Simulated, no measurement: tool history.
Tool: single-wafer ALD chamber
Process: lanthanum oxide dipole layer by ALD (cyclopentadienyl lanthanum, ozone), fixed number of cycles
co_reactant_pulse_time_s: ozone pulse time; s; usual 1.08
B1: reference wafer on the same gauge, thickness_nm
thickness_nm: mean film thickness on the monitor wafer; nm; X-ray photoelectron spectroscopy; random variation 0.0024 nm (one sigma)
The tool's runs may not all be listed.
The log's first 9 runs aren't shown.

run 10 hour=211.5 | co_reactant_pulse_time_s=1.08 | B1=0.627 | thickness_nm=0.550
run 11 hour=241.2 | co_reactant_pulse_time_s=1.08 | B1=0.627 | thickness_nm=0.552
run 12 hour=262.3 | co_reactant_pulse_time_s=0.97 | B1=0.627 | thickness_nm=0.534
run 13 hour=276.3 | co_reactant_pulse_time_s=0.67 | B1=0.627 | thickness_nm=0.476
run 14 hour=291.8 | co_reactant_pulse_time_s=0.93 | B1=0.627 | thickness_nm=0.532
run 15 hour=322.4 | co_reactant_pulse_time_s=1.08 | B1=0.627 | thickness_nm=0.548
-- hour=341.0 thermocouple changed; heater temperature recalibrated
run 16 hour=353.9 | co_reactant_pulse_time_s=1.08 | B1=0.627 | thickness_nm=0.553
run 17 hour=369.9 | co_reactant_pulse_time_s=0.74 | B1=0.627 | thickness_nm=0.495
run 18 hour=403.7 | co_reactant_pulse_time_s=1.08 | B1=0.627 | thickness_nm=0.548
run 19 hour=427.6 | co_reactant_pulse_time_s=0.88 | B1=0.627 | thickness_nm=0.520
run 20 hour=441.3 | co_reactant_pulse_time_s=0.86 | B1=0.627 | thickness_nm=0.518
run 21 hour=473.1 | co_reactant_pulse_time_s=1.08 | B1=0.627 | thickness_nm=0.549
run 22 hour=502.1 | co_reactant_pulse_time_s=1.08 | B1=0.627 | thickness_nm=0.544
run 23 hour=515.1 | co_reactant_pulse_time_s=1.29 | B1=0.627 | thickness_nm=0.567
-- hour=527.5 ozone generator serviced
run 24 hour=539.3 | co_reactant_pulse_time_s=0.71 | B1=0.627 | thickness_nm=0.485
run 25 hour=575.0 | co_reactant_pulse_time_s=1.26 | B1=0.627 | thickness_nm=0.569
run 26 hour=667.8 | co_reactant_pulse_time_s=0.77 | B1=0.627 | thickness_nm=0.501
-- hour=740.3 gauge calibrated
run 27 hour=773.9 | co_reactant_pulse_time_s=0.78 | B1=0.627 | thickness_nm=0.499
run 28 hour=807.4 | co_reactant_pulse_time_s=1.30 | B1=0.627 | thickness_nm=0.570
run 29 hour=841.6 | co_reactant_pulse_time_s=0.80 | B1=0.627 | thickness_nm=0.508
run 30 hour=892.0 | co_reactant_pulse_time_s=1.08 | B1=0.627 | thickness_nm=0.548
run 31 hour=963.8 | co_reactant_pulse_time_s=0.83 | B1=0.627 | thickness_nm=0.511
run 32 hour=998.0 | co_reactant_pulse_time_s=1.36 | B1=0.626 | thickness_nm=0.577
run 33 hour=1018.6 | co_reactant_pulse_time_s=0.94 | B1=0.627 | thickness_nm=0.531
run 34 hour=1052.6 | co_reactant_pulse_time_s=1.42 | B1=0.627 | thickness_nm=0.581

5 ways to go on from here, each from the tool as it stands after run 34. What would each give?
run A hour=1053.0 | co_reactant_pulse_time_s=1.08 | B1=? | thickness_nm=?
run B hour=1053.0 | co_reactant_pulse_time_s=1.45 | B1=? | thickness_nm=?
run C hour=1053.0 | co_reactant_pulse_time_s=1.46 | B1=? | thickness_nm=?
run D hour=1053.0 | co_reactant_pulse_time_s=0.82 | B1=? | thickness_nm=?
run E hour=1053.0 | co_reactant_pulse_time_s=0.72 | B1=? | thickness_nm=?

run=A B1=0.627 thickness_nm=0.543
run=B B1=0.627 thickness_nm=0.575
run=C B1=0.627 thickness_nm=0.576
run=D B1=0.627 thickness_nm=0.504
run=E B1=0.627 thickness_nm=0.485
Without the tool's hidden state the same runs would have given:
run=A thickness_nm=0.543
run=B thickness_nm=0.575
run=C thickness_nm=0.576
run=D thickness_nm=0.504
run=E thickness_nm=0.485
